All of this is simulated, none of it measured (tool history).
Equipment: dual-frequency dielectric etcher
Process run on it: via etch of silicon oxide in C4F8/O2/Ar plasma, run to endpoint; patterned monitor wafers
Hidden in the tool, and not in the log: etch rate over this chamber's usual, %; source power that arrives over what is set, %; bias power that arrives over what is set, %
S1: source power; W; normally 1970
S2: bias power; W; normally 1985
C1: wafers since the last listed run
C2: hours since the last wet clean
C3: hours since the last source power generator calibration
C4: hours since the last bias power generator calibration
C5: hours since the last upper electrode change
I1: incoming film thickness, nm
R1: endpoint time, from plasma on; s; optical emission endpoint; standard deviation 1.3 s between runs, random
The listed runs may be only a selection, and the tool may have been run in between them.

run   hour    S1    S2   C1     C2      C3      C4      C5      I1     R1
  1      0  1970  2200    0  141.7    3325    2155  5037.4  1005.7  193.9
  2   33.8  1970  2200  155  175.5  3358.8  2188.8  5071.2  1016.9  197.1
  3   69.7  1970  2200  165  211.4  3394.7  2224.7  5107.1  1004.3    192
  4  102.7  1970  1985  151  244.4  3427.7  2257.7  5140.1  1025.1  204.9
  5  133.5  1970  1985  141  275.2  3458.5  2288.5  5170.9  1015.6  200.7
  6  163.6  1970  1985  138  305.3  3488.6  2318.6    5201  1004.2  200.2
     211.7  -- wet clean of the chamber
  7  212.2  1970  2292  113    0.5  3537.2  2367.2  5249.6  1013.1  192.2
  8  225.7  1970  2292   62     14  3550.7  2380.7  5263.1    1007  190.4
  9  250.9  1970  2292  115   39.2  3575.9  2405.9  5288.3  1016.3    192
 10  280.6  1970  2366  136   68.9  3605.6  2435.6    5318  1013.1  188.6
 11  316.2  1970  2366  163  104.5  3641.2  2471.2  5353.6    1009  187.9
 12  331.1  1970  2366   68  119.4  3656.1  2486.1  5368.5  1000.3  185.5
 13  350.2  1970  1985   87  138.5  3675.2  2505.2  5387.6  1016.8  203.1
 14  375.9  1970  1985  118  164.2  3700.9  2530.9  5413.3  1005.6  200.1
     401.7  -- upper electrode replaced
 15  402.2  1970  1985   10  190.5  3727.2  2557.2     0.5  1020.2  203.3
 16  420.6  1970  1985   84  208.9  3745.6  2575.6    18.9  1010.8  199.3
 17  441.2  1970  1985   94  229.5  3766.2  2596.2    39.5  1013.5  199.9
 18  467.9  1630  1740  122  256.2  3792.9  2622.9    66.2  1009.3  232.1

What does the tool deliver on the next run?
     494.4  -- source power generator calibrated
 19  494.9  1970  1985  105  283.2  0.5  2649.9  93.2  1020.3   ?

R1: 200.1 s
Without the tool's hidden state the same run would have given R1 206.2 s.
